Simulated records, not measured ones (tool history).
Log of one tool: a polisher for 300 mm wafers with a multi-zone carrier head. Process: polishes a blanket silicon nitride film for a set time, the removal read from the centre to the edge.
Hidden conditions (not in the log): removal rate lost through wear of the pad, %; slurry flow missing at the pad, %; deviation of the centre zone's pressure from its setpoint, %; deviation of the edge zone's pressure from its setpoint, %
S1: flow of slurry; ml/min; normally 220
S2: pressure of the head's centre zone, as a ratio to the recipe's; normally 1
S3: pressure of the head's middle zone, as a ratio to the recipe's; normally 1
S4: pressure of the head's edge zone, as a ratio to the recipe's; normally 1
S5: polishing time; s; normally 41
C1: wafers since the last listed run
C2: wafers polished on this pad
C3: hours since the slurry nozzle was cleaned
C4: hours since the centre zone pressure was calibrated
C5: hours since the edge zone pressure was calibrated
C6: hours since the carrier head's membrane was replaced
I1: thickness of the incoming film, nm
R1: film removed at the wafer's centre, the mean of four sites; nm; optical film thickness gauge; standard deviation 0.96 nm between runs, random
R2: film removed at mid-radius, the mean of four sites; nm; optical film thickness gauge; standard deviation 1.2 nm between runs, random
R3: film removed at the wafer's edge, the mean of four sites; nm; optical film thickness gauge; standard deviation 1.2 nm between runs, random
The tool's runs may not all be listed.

run 1 hour=0 | S1=220 S2=1 S3=1 S4=1 S5=41 | C1=0 C2=349 C3=88.2 C4=803.6 C5=90.1 C6=1092.6 | I1=791.9 | R1=71.7 R2=74.7 R3=79.2
run 2 hour=36.9 | S1=220 S2=1 S3=1 S4=1 S5=41 | C1=332 C2=682 C3=125.1 C4=840.5 C5=127 C6=1129.5 | I1=791.2 | R1=71.8 R2=74.2 R3=80.4
run 3 hour=80.4 | S1=220 S2=1 S3=1 S4=1 S5=41 | C1=392 C2=1074 C3=168.6 C4=884 C5=170.5 C6=1173 | I1=792.8 | R1=71.3 R2=72.1 R3=78.4
-- hour=135.8 centre zone pressure recalibrated
run 4 hour=142.7 | S1=220 S2=1 S3=1 S4=1 S5=41 | C1=543 C2=1618 C3=230.9 C4=6.9 C5=232.8 C6=1235.3 | I1=789.4 | R1=70.2 R2=70.4 R3=77
run 5 hour=211.8 | S1=220 S2=1 S3=1 S4=1 S5=41 | C1=623 C2=2241 C3=300 C4=76 C5=301.9 C6=1304.4 | I1=788.2 | R1=68.9 R2=70.9 R3=77.4
-- hour=242 slurry nozzle cleaned, repeated, since the last time left the tool worse
run 6 hour=285.6 | S1=220 S2=1 S3=0.88 S4=1 S5=41 | C1=656 C2=2898 C3=43.6 C4=149.8 C5=375.7 C6=1378.2 | I1=801.3 | R1=82.6 R2=75 R3=86.4
run 7 hour=384.7 | S1=220 S2=1 S3=1.03 S4=1 S5=41 | C1=893 C2=3792 C3=142.7 C4=248.9 C5=474.8 C6=1477.3 | I1=788.2 | R1=82.2 R2=85.5 R3=86.6
run 8 hour=470.8 | S1=220 S2=1.11 S3=1 S4=1 S5=41 | C1=776 C2=4568 C3=228.8 C4=335 C5=560.9 C6=1563.4 | I1=790.9 | R1=90.4 R2=83.1 R3=83.6
-- hour=497.9 worn pad replaced by a new one
run 9 hour=517.7 | S1=195 S2=0.94 S3=0.94 S4=1 S5=41 | C1=386 C2=178 C3=275.7 C4=381.9 C5=607.8 C6=1610.3 | I1=787.4 | R1=74.1 R2=76.2 R3=82.1
-- hour=603.1 edge zone pressure recalibrated
run 10 hour=612.8 | S1=220 S2=1 S3=1 S4=1 S5=47 | C1=839 C2=1018 C3=370.8 C4=477 C5=9.7 C6=1705.4 | I1=788 | R1=91.8 R2=93 R3=96.6
-- hour=678.7 carrier head's membrane replaced by a new one
run 11 hour=682.6 | S1=220 S2=1 S3=0.9 S4=1 S5=41 | C1=584 C2=1602 C3=440.6 C4=546.8 C5=79.5 C6=3.9 | I1=801.4 | R1=81.6 R2=73.5 R3=85.6
-- hour=720.4 slurry nozzle cleaned
run 12 hour=789.5 | S1=295 S2=0.95 S3=1 S4=1 S5=41 | C1=955 C2=2557 C3=69.1 C4=653.7 C5=186.4 C6=110.8 | I1=787.8 | R1=82.4 R2=87.9 R3=89.3
run 13 hour=883.6 | S1=185 S2=1 S3=1 S4=1 S5=41 | C1=848 C2=3406 C3=163.2 C4=747.8 C5=280.5 C6=204.9 | I1=785.4 | R1=78.8 R2=81.7 R3=83.6
-- hour=901.4 centre zone pressure recalibrated
run 14 hour=956.6 | S1=220 S2=1 S3=1.03 S4=1 S5=41 | C1=640 C2=4046 C3=236.2 C4=55.2 C5=353.5 C6=277.9 | I1=793.9 | R1=83 R2=84.4 R3=85.1
-- hour=995.9 worn pad replaced by a new one
-- hour=1175.2 edge zone pressure recalibrated
-- hour=1189.7 slurry nozzle cleaned
run 15 hour=1253.2 | S1=285 S2=1 S3=1.07 S4=1 S5=29 | C1=2611 C2=2293 C3=63.5 C4=351.8 C5=78 C6=574.5 | I1=804.7 | R1=60.4 R2=64.3 R3=61.9
run 16 hour=1295.7 | S1=220 S2=1 S3=1 S4=1 S5=41 | C1=383 C2=2677 C3=106 C4=394.3 C5=120.5 C6=617 | I1=792.3 | R1=82.5 R2=80.8 R3=89.1
run 17 hour=1338.5 | S1=170 S2=0.97 S3=1 S4=0.94 S5=45 | C1=385 C2=3062 C3=148.8 C4=437.1 C5=163.3 C6=659.8 | I1=795.9 | R1=82.3 R2=86.5 R3=89
run 18 hour=1381 | S1=220 S2=1 S3=1 S4=1 S5=41 | C1=383 C2=3446 C3=191.3 C4=479.6 C5=205.8 C6=702.3 | I1=788.1 | R1=81.1 R2=83 R3=88
run 19 hour=1453.9 | S1=220 S2=0.89 S3=1 S4=1 S5=41 | C1=657 C2=4103 C3=264.2 C4=552.5 C5=278.7 C6=775.2 | I1=786.2 | R1=71.7 R2=81.4 R3=87.1
run 20 hour=1541.8 | S1=220 S2=1 S3=1.07 S4=1.08 S5=34 | C1=792 C2=4896 C3=352.1 C4=640.4 C5=366.6 C6=863.1 | I1=785.5 | R1=67.7 R2=71.5 R3=74.2
-- hour=1550.5 worn pad replaced by a new one
run 21 hour=1578.5 | S1=220 S2=1 S3=0.96 S4=1 S5=41 | C1=294 C2=252 C3=388.8 C4=677.1 C5=403.3 C6=899.8 | I1=791.5 | R1=81.8 R2=80 R3=85.1
run 22 hour=1671.2 | S1=220 S2=1 S3=1.07 S4=1.08 S5=34 | C1=835 C2=1088 C3=481.5 C4=769.8 C5=496 C6=992.5 | I1=794.7 | R1=67 R2=71.3 R3=73.9

Alternative continuations, all from the tool just after run 22; predict every row:
run A hour=1671.6 | S1=220 S2=1 S3=1 S4=1 S5=41 | C1=3 C2=1092 C3=481.9 C4=770.2 C5=496.4 C6=992.9 | I1=790.9 | R1=? R2=? R3=?
run B hour=1671.6 | S1=250 S2=1 S3=0.91 S4=1 S5=41 | C1=3 C2=1092 C3=481.9 C4=770.2 C5=496.4 C6=992.9 | I1=790.9 | R1=? R2=? R3=?
run C hour=1671.6 | S1=220 S2=1 S3=1.1 S4=0.91 S5=41 | C1=3 C2=1092 C3=481.9 C4=770.2 C5=496.4 C6=992.9 | I1=790.9 | R1=? R2=? R3=?
run D hour=1671.6 | S1=275 S2=0.93 S3=1 S4=1 S5=32 | C1=3 C2=1092 C3=481.9 C4=770.2 C5=496.4 C6=992.9 | I1=790.9 | R1=? R2=? R3=?

run=A R1=80.1 R2=80.1 R3=85
run=B R1=82 R2=75.8 R3=86.5
run=C R1=80.1 R2=86.6 R3=81.2
run=D R1=60.5 R2=64.8 R3=68.2
Stripped of hidden state, with their random variation kept, the same runs would have yielded:
run=A R1=83.3 R2=83 R3=87.3
run=B R1=84.8 R2=78.2 R3=88.5
run=C R1=83.3 R2=89.8 R3=83.4
run=D R1=62.4 R2=66.7 R3=69.6

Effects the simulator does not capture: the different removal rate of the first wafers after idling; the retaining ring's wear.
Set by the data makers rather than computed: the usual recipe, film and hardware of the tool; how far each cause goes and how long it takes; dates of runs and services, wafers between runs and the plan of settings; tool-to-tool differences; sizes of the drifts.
